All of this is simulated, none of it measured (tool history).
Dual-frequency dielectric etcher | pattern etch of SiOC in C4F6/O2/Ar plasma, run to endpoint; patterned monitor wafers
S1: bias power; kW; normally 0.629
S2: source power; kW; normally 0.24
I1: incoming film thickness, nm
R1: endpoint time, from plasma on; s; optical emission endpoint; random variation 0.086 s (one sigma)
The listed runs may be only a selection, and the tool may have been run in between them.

run,hour,S1,S2,I1,R1
1,0,0.629,0.24,42.36,15.8
2,8.6,0.629,0.24,42.79,15.7
3,16.3,0.629,0.24,42.68,15.8
4,29.7,0.629,0.24,43.01,15.8
5,43,0.629,0.24,42.8,15.7
6,52.1,0.629,0.24,42.89,15.7
# hour 89.2: wet clean of the chamber
# hour 94: source power generator calibrated
7,105.9,0.629,0.24,42.96,16.5
8,122.1,0.629,0.24,43.02,16.3
9,132.4,0.629,0.24,42.66,16.2
# hour 147.3: bias power generator calibrated
10,147.8,0.629,0.24,42.85,16.2
11,152.6,0.533,0.2,42.96,17.8
12,169.7,0.783,0.28,42.53,14.4
13,177,0.629,0.21,42.6,16.4
# hour 201.4: upper electrode replaced
14,230.6,0.629,0.24,42.68,15.9
15,241.4,0.538,0.19,42.74,17.8
16,248.2,0.53,0.29,43.33,16.2
17,263.1,0.705,0.2,43.03,16.1
18,269.4,0.786,0.18,43.13,15.9

Measured less the same run without the tool's hidden state. The same run-to-run variation is in both; the gauge's scatter may not be:
Unlogged tool condition in this case: etch rate over this chamber's usual, %; bias power that arrives over what is set, %; source power that arrives over what is set, %.
run,R1
1,-0.6
2,-0.7
3,-0.7
4,-0.7
5,-0.7
6,-0.7
7,-0.1
8,-0.1
9,-0.2
10,-0.2
11,-0.3
12,-0.3
13,-0.3
14,-0.4
15,-0.5
16,-0.5
17,-0.4
18,-0.5
